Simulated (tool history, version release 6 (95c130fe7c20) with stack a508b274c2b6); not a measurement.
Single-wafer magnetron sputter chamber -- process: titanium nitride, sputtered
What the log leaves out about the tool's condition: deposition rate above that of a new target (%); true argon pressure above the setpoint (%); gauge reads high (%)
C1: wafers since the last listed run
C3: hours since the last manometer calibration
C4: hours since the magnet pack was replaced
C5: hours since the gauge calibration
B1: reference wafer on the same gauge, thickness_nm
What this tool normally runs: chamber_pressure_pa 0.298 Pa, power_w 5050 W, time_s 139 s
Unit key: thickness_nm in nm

{"run": 1, "hour": 0.0, "chamber_pressure_pa": 0.26, "power_w": 4250, "time_s": 139, "C1": 0, "wafers on the sputter target": 2328, "C3": 1406.0, "C4": 5876.6, "C5": 156.6, "B1": 145.02, "thickness_nm": 133.436}
{"run": 2, "hour": 62.9, "chamber_pressure_pa": 0.298, "power_w": 5050, "time_s": 139, "C1": 617, "wafers on the sputter target": 2946, "C3": 1468.9, "C4": 5939.5, "C5": 219.5, "B1": 144.908, "thickness_nm": 148.891}
{"run": 3, "hour": 138.5, "chamber_pressure_pa": 0.298, "power_w": 5050, "time_s": 139, "C1": 742, "wafers on the sputter target": 3688, "C3": 1544.5, "C4": 6015.1, "C5": 295.1, "B1": 145.027, "thickness_nm": 147.854}
{"run": 4, "hour": 231.7, "chamber_pressure_pa": 0.298, "power_w": 5050, "time_s": 139, "C1": 915, "wafers on the sputter target": 4604, "C3": 1637.7, "C4": 6108.3, "C5": 388.3, "B1": 144.942, "thickness_nm": 146.744}
{"hour": 333.1, "done": "sputter target and shields replaced"}
{"run": 5, "hour": 333.6, "chamber_pressure_pa": 0.298, "power_w": 5050, "time_s": 121, "C1": 922, "wafers on the sputter target": 5, "C3": 1739.6, "C4": 6210.2, "C5": 490.2, "B1": 144.852, "thickness_nm": 134.336}
{"hour": 420.4, "done": "magnet pack replaced"}
{"run": 6, "hour": 431.4, "chamber_pressure_pa": 0.298, "power_w": 5050, "time_s": 121, "C1": 881, "wafers on the sputter target": 887, "C3": 1837.4, "C4": 11.0, "C5": 588.0, "B1": 144.796, "thickness_nm": 132.896}
{"hour": 530.1, "done": "capacitance manometer re-zeroed and calibrated"}
{"run": 7, "hour": 530.6, "chamber_pressure_pa": 0.298, "power_w": 5050, "time_s": 121, "C1": 895, "wafers on the sputter target": 1783, "C3": 0.5, "C4": 110.2, "C5": 687.2, "B1": 145.03, "thickness_nm": 132.298}
{"run": 8, "hour": 622.9, "chamber_pressure_pa": 0.298, "power_w": 5050, "time_s": 139, "C1": 906, "wafers on the sputter target": 2689, "C3": 92.8, "C4": 202.5, "C5": 779.5, "B1": 145.005, "thickness_nm": 149.94}
{"hour": 636.1, "done": "gauge calibrated"}
{"run": 9, "hour": 682.2, "chamber_pressure_pa": 0.298, "power_w": 5050, "time_s": 139, "C1": 582, "wafers on the sputter target": 3271, "C3": 152.1, "C4": 261.8, "C5": 46.1, "B1": 144.759, "thickness_nm": 148.943}
{"run": 10, "hour": 745.1, "chamber_pressure_pa": 0.298, "power_w": 5050, "time_s": 121, "C1": 617, "wafers on the sputter target": 3889, "C3": 215.0, "C4": 324.7, "C5": 109.0, "B1": 144.907, "thickness_nm": 130.409}
{"hour": 781.2, "done": "sputter target and shields replaced"}
{"run": 11, "hour": 811.5, "chamber_pressure_pa": 0.23, "power_w": 5050, "time_s": 139, "C1": 573, "wafers on the sputter target": 297, "C3": 281.4, "C4": 391.1, "C5": 175.4, "B1": 145.027, "thickness_nm": 157.984}
{"run": 12, "hour": 884.0, "chamber_pressure_pa": 0.411, "power_w": 5750, "time_s": 123, "C1": 712, "wafers on the sputter target": 1009, "C3": 353.9, "C4": 463.6, "C5": 247.9, "B1": 144.978, "thickness_nm": 143.326}
{"run": 13, "hour": 922.0, "chamber_pressure_pa": 0.415, "power_w": 5050, "time_s": 130, "C1": 373, "wafers on the sputter target": 1382, "C3": 391.9, "C4": 501.6, "C5": 285.9, "B1": 144.91, "thickness_nm": 135.109}
{"run": 14, "hour": 995.1, "chamber_pressure_pa": 0.26, "power_w": 6000, "time_s": 119, "C1": 717, "wafers on the sputter target": 2100, "C3": 465.0, "C4": 574.7, "C5": 359.0, "B1": 145.12, "thickness_nm": 151.87}
{"run": 15, "hour": 1062.8, "chamber_pressure_pa": 0.18, "power_w": 5850, "time_s": 154, "C1": 664, "wafers on the sputter target": 2765, "C3": 532.7, "C4": 642.4, "C5": 426.7, "B1": 144.927, "thickness_nm": 195.922}
{"run": 16, "hour": 1161.4, "chamber_pressure_pa": 0.404, "power_w": 5450, "time_s": 156, "C1": 968, "wafers on the sputter target": 3734, "C3": 631.3, "C4": 741.0, "C5": 525.3, "B1": 145.088, "thickness_nm": 171.893}
{"run": 17, "hour": 1213.3, "chamber_pressure_pa": 0.298, "power_w": 5050, "time_s": 139, "C1": 509, "wafers on the sputter target": 4243, "C3": 683.2, "C4": 792.9, "C5": 577.2, "B1": 145.048, "thickness_nm": 148.385}

Here are 4 independent what-if runs from the current tool condition. What would each one return?
{"run": "A", "hour": 1213.7, "chamber_pressure_pa": 0.298, "power_w": 4200, "time_s": 139, "C1": 3, "wafers on the sputter target": 4247, "C3": 683.6, "C4": 793.3, "C5": 577.6, "B1": "?", "thickness_nm": "?"}
{"run": "B", "hour": 1213.7, "chamber_pressure_pa": 0.298, "power_w": 4400, "time_s": 158, "C1": 3, "wafers on the sputter target": 4247, "C3": 683.6, "C4": 793.3, "C5": 577.6, "B1": "?", "thickness_nm": "?"}
{"run": "C", "hour": 1213.7, "chamber_pressure_pa": 0.298, "power_w": 5050, "time_s": 114, "C1": 3, "wafers on the sputter target": 4247, "C3": 683.6, "C4": 793.3, "C5": 577.6, "B1": "?", "thickness_nm": "?"}
{"run": "D", "hour": 1213.7, "chamber_pressure_pa": 0.197, "power_w": 5600, "time_s": 130, "C1": 3, "wafers on the sputter target": 4247, "C3": 683.6, "C4": 793.3, "C5": 577.6, "B1": "?", "thickness_nm": "?"}

run=A B1=145.055 thickness_nm=128.970
run=B B1=145.055 thickness_nm=152.280
run=C B1=145.055 thickness_nm=123.193
run=D B1=145.055 thickness_nm=159.486
With no hidden state in the tool, these same runs would have given:
run=A thickness_nm=133.257
run=B thickness_nm=157.341
run=C thickness_nm=127.288
run=D thickness_nm=164.787
